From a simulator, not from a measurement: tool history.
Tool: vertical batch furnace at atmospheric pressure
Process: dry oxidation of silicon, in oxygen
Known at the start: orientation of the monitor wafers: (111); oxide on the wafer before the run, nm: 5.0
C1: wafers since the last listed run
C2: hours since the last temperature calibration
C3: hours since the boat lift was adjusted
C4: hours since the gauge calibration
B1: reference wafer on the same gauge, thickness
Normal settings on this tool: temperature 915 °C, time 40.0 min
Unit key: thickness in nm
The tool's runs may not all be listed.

Run 1, hour 0.0: usual settings; C1 0; C2 4547.7; C3 1252.9; C4 59.9; B1 22.37. Result: thickness 26.28 nm.
Run 2, hour 14.0: usual settings; C1 130; C2 4561.7; C3 1266.9; C4 73.9; B1 22.41. Result: thickness 26.24 nm.
Run 3, hour 47.8: usual settings; C1 314; C2 4595.5; C3 1300.7; C4 107.7; B1 22.38. Result: thickness 26.21 nm.
Run 4, hour 69.5: usual settings but temperature 930 °C, time 30.0 min; C1 202; C2 4617.2; C3 1322.4; C4 129.4; B1 22.38. Result: thickness 25.00 nm.
Run 5, hour 87.4: usual settings but temperature 930 °C, time 30.0 min; C1 166; C2 4635.1; C3 1340.3; C4 147.3; B1 22.38. Result: thickness 25.01 nm.
Run 6, hour 102.7: usual settings but time 49.0 min; C1 142; C2 4650.4; C3 1355.6; C4 162.6; B1 22.42. Result: thickness 29.85 nm.
Run 7, hour 130.9: usual settings; C1 262; C2 4678.6; C3 1383.8; C4 190.8; B1 22.42. Result: thickness 26.24 nm.
Run 8, hour 166.7: usual settings but time 31.5 min; C1 333; C2 4714.4; C3 1419.6; C4 226.6; B1 22.39. Result: thickness 22.61 nm.
Run 9, hour 194.7: usual settings but time 31.5 min; C1 260; C2 4742.4; C3 1447.6; C4 254.6; B1 22.40. Result: thickness 22.64 nm.
Run 10, hour 209.0: usual settings but time 31.5 min; C1 133; C2 4756.7; C3 1461.9; C4 268.9; B1 22.38. Result: thickness 22.72 nm.
Run 11, hour 235.9: usual settings but temperature 924 °C; C1 250; C2 4783.6; C3 1488.8; C4 295.8; B1 22.39. Result: thickness 28.42 nm.
Run 12, hour 264.8: usual settings but temperature 924 °C; C1 269; C2 4812.5; C3 1517.7; C4 324.7; B1 22.41. Result: thickness 28.50 nm.
Run 13, hour 278.9: usual settings but temperature 924 °C; C1 131; C2 4826.6; C3 1531.8; C4 338.8; B1 22.40. Result: thickness 28.33 nm.
At hour 303.4: gauge calibrated.
Run 14, hour 314.3: usual settings; C1 329; C2 4862.0; C3 1567.2; C4 10.9; B1 22.41. Result: thickness 26.05 nm.
Run 15, hour 331.0: usual settings; C1 155; C2 4878.7; C3 1583.9; C4 27.6; B1 22.39. Result: thickness 26.22 nm.
At hour 378.2: thermocouples replaced and temperature profile calibrated.
Run 16, hour 378.7: usual settings but temperature 924 °C; C1 220; C2 0.5; C3 1631.6; C4 75.3; B1 22.40. Result: thickness 28.44 nm.
Run 17, hour 387.5: usual settings but temperature 928 °C; C1 81; C2 9.3; C3 1640.4; C4 84.1; B1 22.42. Result: thickness 29.47 nm.
Run 18, hour 424.5: usual settings but temperature 900 °C, time 47.5 min; C1 344; C2 46.3; C3 1677.4; C4 121.1; B1 22.43. Result: thickness 25.50 nm.
Run 19, hour 452.0: usual settings but temperature 893 °C, time 49.0 min; C1 256; C2 73.8; C3 1704.9; C4 148.6; B1 22.40. Result: thickness 24.24 nm.
At hour 497.0: boat lift adjusted.
Run 20, hour 497.5: usual settings but time 53.0 min; C1 200; C2 119.3; C3 0.5; C4 194.1; B1 22.41. Result: thickness 32.45 nm.
Run 21, hour 502.7: usual settings but temperature 893 °C; C1 48; C2 124.5; C3 5.7; C4 199.3; B1 22.40. Result: thickness 22.36 nm.
Run 22, hour 523.9: usual settings but temperature 938 °C, time 31.0 min; C1 197; C2 145.7; C3 26.9; C4 220.5; B1 22.39. Result: thickness 27.97 nm.
Run 23, hour 538.6: usual settings but temperature 937 °C, time 32.0 min; C1 136; C2 160.4; C3 41.6; C4 235.2; B1 22.38. Result: thickness 28.21 nm.
Run 24, hour 568.8: usual settings but temperature 923 °C, time 56.5 min; C1 281; C2 190.6; C3 71.8; C4 265.4; B1 22.41. Result: thickness 36.12 nm.
Run 25, hour 592.4: usual settings; C1 219; C2 214.2; C3 95.4; C4 289.0; B1 22.39. Result: thickness 26.96 nm.
Run 26, hour 624.5: usual settings but temperature 894 °C, time 25.5 min; C1 298; C2 246.3; C3 127.5; C4 321.1; B1 22.36. Result: thickness 17.11 nm.
Run 27, hour 643.3: usual settings but temperature 932 °C; C1 175; C2 265.1; C3 146.3; C4 339.9; B1 22.40. Result: thickness 31.09 nm.
At hour 654.2: gauge calibrated.
Run 28, hour 704.3: usual settings but temperature 926 °C, time 23.0 min; C1 568; C2 326.1; C3 207.3; C4 50.1; B1 22.40. Result: thickness 20.94 nm.

What if the next run were any one of these 5? Each begins from the tool's condition after run 28:
Run A, hour 709.0: usual settings but time 20.0 min; C1 43; C2 330.8; C3 212.0; C4 54.8; B1 ?. Result: thickness ?.
Run B, hour 709.0: usual settings but temperature 902 °C, time 24.0 min; C1 43; C2 330.8; C3 212.0; C4 54.8; B1 ?. Result: thickness ?.
Run C, hour 709.0: usual settings but temperature 896 °C, time 56.5 min; C1 43; C2 330.8; C3 212.0; C4 54.8; B1 ?. Result: thickness ?.
Run D, hour 709.0: usual settings but temperature 896 °C, time 34.5 min; C1 43; C2 330.8; C3 212.0; C4 54.8; B1 ?. Result: thickness ?.
Run E, hour 709.0: usual settings but temperature 936 °C, time 49.0 min; C1 43; C2 330.8; C3 212.0; C4 54.8; B1 ?. Result: thickness ?.

run     B1  thickness
  A  22.40      17.66
  B  22.40      17.58
  C  22.40      28.01
  D  22.40      20.67
  E  22.40      36.65
Stripped of hidden state, with their random variation kept, the same runs would have yielded:
run  thickness
  A      17.88
  B      17.80
  C      28.39
  D      20.93
  E      37.08

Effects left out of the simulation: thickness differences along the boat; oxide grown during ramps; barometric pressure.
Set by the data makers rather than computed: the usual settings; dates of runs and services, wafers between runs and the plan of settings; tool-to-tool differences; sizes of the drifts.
